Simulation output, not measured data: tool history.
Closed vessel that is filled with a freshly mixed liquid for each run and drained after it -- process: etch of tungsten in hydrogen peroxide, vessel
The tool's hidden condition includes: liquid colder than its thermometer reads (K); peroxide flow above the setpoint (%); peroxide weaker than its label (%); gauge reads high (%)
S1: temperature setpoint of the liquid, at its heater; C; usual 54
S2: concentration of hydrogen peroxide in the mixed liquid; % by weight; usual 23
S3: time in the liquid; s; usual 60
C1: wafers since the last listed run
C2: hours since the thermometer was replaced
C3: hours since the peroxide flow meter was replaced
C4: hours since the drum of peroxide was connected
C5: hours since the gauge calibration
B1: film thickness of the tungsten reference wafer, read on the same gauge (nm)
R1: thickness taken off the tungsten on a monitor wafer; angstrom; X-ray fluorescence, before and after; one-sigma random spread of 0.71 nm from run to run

run,hour,S1,S2,S3,C1,C2,C3,C4,C5,B1,R1
1,0,54,23,70,0,925.3,1324.3,70.4,1092.3,29.97,1654.9
2,35.6,54,23,70,3144,960.9,1359.9,106,1127.9,29.99,1656.5
# hour 71.8: gauge calibrated
3,97.2,54,23,60,5441,1022.5,1421.5,167.6,25.4,30,1421.1
4,136.8,54,23,60,3497,1062.1,1461.1,207.2,65,29.98,1439.9
5,163.1,54,23,60,2323,1088.4,1487.4,233.5,91.3,29.99,1419.1
6,217,54,23,60,4761,1142.3,1541.3,287.4,145.2,30.01,1445.5
# hour 259.6: new drum of peroxide connected
7,264.3,54,18,60,4089,1189.6,1588.6,4.7,192.5,30.03,1264.7
8,304.3,54,18,60,3533,1229.6,1628.6,44.7,232.5,29.98,1260.9
9,354.5,60,23,60,4434,1279.8,1678.8,94.9,282.7,30,2038.1
10,408.5,60,23,60,4769,1333.8,1732.8,148.9,336.7,29.99,2048.8
11,439.6,60,23,60,2747,1364.9,1763.9,180,367.8,30,2047
12,466.9,54,17.5,60,2411,1392.2,1791.2,207.3,395.1,30,1253.4
13,607.8,54,17.5,60,12445,1533.1,1932.1,348.2,536,30,1256.3
# hour 613.7: new drum of peroxide connected
14,675.5,46.5,20.5,40,5891,1600.8,1999.8,61.8,603.7,30.01,575.5
15,721.1,47,16.5,35,4027,1646.4,2045.4,107.4,649.3,30.02,470.5
16,752.1,54,23,60,2738,1677.4,2076.4,138.4,680.3,29.97,1437.3
17,816,45.5,27,75,5644,1741.3,2140.3,202.3,744.2,30,1170.9
# hour 839.6: thermometer replaced
18,875.9,54,23,60,5202,36.3,2200.2,262.2,804.1,29.99,1460
19,907.7,54,25,60,2808,68.1,2232,294,835.9,30.03,1511.5
# hour 913.5: peroxide flow meter replaced
20,959.7,54,23,90,4504,120.1,46.2,346,887.9,30.01,2064.1
# hour 1014.1: new drum of peroxide connected
# hour 1083.5: gauge calibrated
21,1162.8,54,23,90,17851,323.2,249.3,148.7,79.3,29.99,2076.8
22,1232,48,26.5,50,6112,392.4,318.5,217.9,148.5,30.01,866.4
23,1282.5,54,17,60,4460,442.9,369,268.4,199,29.99,1188.5
24,1317,63,19.5,85,3047,477.4,403.5,302.9,233.5,30.02,3095.2
25,1362.2,54,17,70,3992,522.6,448.7,348.1,278.7,30.01,1399
26,1409.7,54,25,80,4195,570.1,496.2,395.6,326.2,30.01,1947.6

Branching from run 26: 3 alternative next runs. What would each branch give?
A,1410.4,51.5,23,60,61,570.8,496.9,396.3,326.9,?,?
B,1410.4,48,18,85,61,570.8,496.9,396.3,326.9,?,?
C,1410.4,48,18.5,30,61,570.8,496.9,396.3,326.9,?,?

run,B1,R1
A,30,1208.1
B,30,1222.1
C,30,437.3
With the hidden condition removed and each run's random variation left untouched, the same runs would have given:
run,R1
A,1187.5
B,1201.2
C,429.8
